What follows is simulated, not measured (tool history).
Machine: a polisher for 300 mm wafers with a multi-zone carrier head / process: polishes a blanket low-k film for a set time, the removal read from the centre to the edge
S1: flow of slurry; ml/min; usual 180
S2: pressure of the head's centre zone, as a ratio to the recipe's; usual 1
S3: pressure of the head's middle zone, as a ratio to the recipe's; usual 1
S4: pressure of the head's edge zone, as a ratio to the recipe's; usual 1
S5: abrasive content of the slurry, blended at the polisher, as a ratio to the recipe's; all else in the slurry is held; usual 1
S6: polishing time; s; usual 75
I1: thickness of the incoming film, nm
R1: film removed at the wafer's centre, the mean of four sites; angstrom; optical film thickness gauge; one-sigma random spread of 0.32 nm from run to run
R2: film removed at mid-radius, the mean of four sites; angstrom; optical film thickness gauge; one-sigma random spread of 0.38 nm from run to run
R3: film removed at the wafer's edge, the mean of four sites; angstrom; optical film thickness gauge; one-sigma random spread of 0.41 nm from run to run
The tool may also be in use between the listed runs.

| run | day | S1 | S2 | S3 | S4 | S5 | S6 | I1 | R1 | R2 | R3 |
|---|---|---|---|---|---|---|---|---|---|---|---|
| 1 | 0 | 180 | 1 | 1 | 1 | 1.1 | 75 | 369.5 | 287 | 298 | 294 |
| 2 | 0.908 | 180 | 1 | 1 | 1 | 1.1 | 75 | 364.5 | 281 | 292 | 289 |
|  | 1.529 | worn pad replaced by a new one |
| 3 | 1.808 | 180 | 1 | 1 | 1 | 1.1 | 75 | 377.4 | 302 | 307 | 305 |
| 4 | 2.35 | 180 | 1 | 1 | 1 | 1 | 75 | 363.5 | 292 | 301 | 294 |
| 5 | 3.525 | 180 | 1 | 1 | 1 | 1 | 75 | 372.3 | 281 | 295 | 289 |
| 6 | 4.317 | 180 | 1 | 1 | 1 | 1 | 75 | 370.9 | 285 | 296 | 286 |
| 7 | 5.654 | 180 | 1 | 1 | 1 | 1 | 75 | 368.7 | 272 | 283 | 277 |
|  | 6.038 | worn pad replaced by a new one |
| 8 | 7.071 | 180 | 1 | 1 | 1 | 1 | 75 | 373.6 | 287 | 302 | 297 |
| 9 | 8.554 | 180 | 1 | 1 | 1 | 1 | 75 | 365.4 | 279 | 290 | 295 |
|  | 9.325 | slurry nozzle cleaned |
|  | 9.9 | worn pad replaced by a new one |
| 10 | 9.946 | 180 | 1 | 1 | 1 | 1 | 75 | 368.5 | 291 | 309 | 304 |
|  | 10.708 | edge zone pressure recalibrated |
| 11 | 10.862 | 180 | 1 | 1 | 1.1 | 1 | 75 | 371.8 | 291 | 303 | 306 |
|  | 11.225 | carrier head's membrane replaced by a new one |
| 12 | 12.35 | 180 | 0.92 | 1.05 | 1 | 1 | 75 | 373.7 | 259 | 296 | 288 |
| 13 | 13.45 | 125 | 1 | 1 | 1 | 0.9 | 75 | 362.6 | 246 | 257 | 269 |
| 14 | 14.412 | 125 | 1 | 1 | 1 | 0.9 | 75 | 368.6 | 244 | 260 | 257 |
|  | 14.846 | worn pad replaced by a new one |
| 15 | 15.288 | 180 | 1 | 1 | 1 | 1 | 75 | 364.7 | 283 | 297 | 298 |
| 16 | 16.05 | 180 | 1 | 1 | 1 | 1 | 75 | 369.2 | 289 | 299 | 291 |
|  | 16.679 | centre zone pressure recalibrated |
| 17 | 17.038 | 180 | 1 | 1 | 1 | 0.75 | 75 | 364.8 | 256 | 272 | 263 |
| 18 | 18.404 | 180 | 1 | 1 | 1.12 | 1 | 75 | 374.5 | 274 | 293 | 296 |
| 19 | 19.179 | 180 | 0.96 | 0.89 | 1 | 0.75 | 49 | 367.4 | 157 | 153 | 169 |
|  | 19.596 | worn pad replaced by a new one |
| 20 | 20.396 | 180 | 1 | 1.11 | 1 | 1 | 75 | 367.9 | 286 | 325 | 296 |
| 21 | 21.567 | 180 | 1 | 1 | 1 | 1 | 75 | 371.7 | 277 | 290 | 290 |

Per-run results on a tool with no hidden state, each run keeping its own random variation:
Unlogged tool condition in this case: removal rate lost through wear of the pad, %; slurry flow missing at the pad, %; deviation of the centre zone's pressure from its setpoint, %; deviation of the edge zone's pressure from its setpoint, %.
| run | R1 | R2 | R3 |
|---|---|---|---|
| 1 | 301 | 313 | 309 |
| 2 | 299 | 311 | 307 |
| 3 | 304 | 308 | 306 |
| 4 | 296 | 305 | 298 |
| 5 | 290 | 304 | 298 |
| 6 | 298 | 309 | 299 |
| 7 | 290 | 301 | 295 |
| 8 | 294 | 309 | 304 |
| 9 | 292 | 303 | 308 |
| 10 | 291 | 309 | 305 |
| 11 | 295 | 308 | 311 |
| 12 | 268 | 307 | 298 |
| 13 | 259 | 271 | 283 |
| 14 | 261 | 278 | 275 |
| 15 | 285 | 299 | 300 |
| 16 | 295 | 304 | 296 |
| 17 | 265 | 281 | 272 |
| 18 | 289 | 309 | 312 |
| 19 | 168 | 163 | 180 |
| 20 | 290 | 330 | 301 |
| 21 | 286 | 299 | 299 |
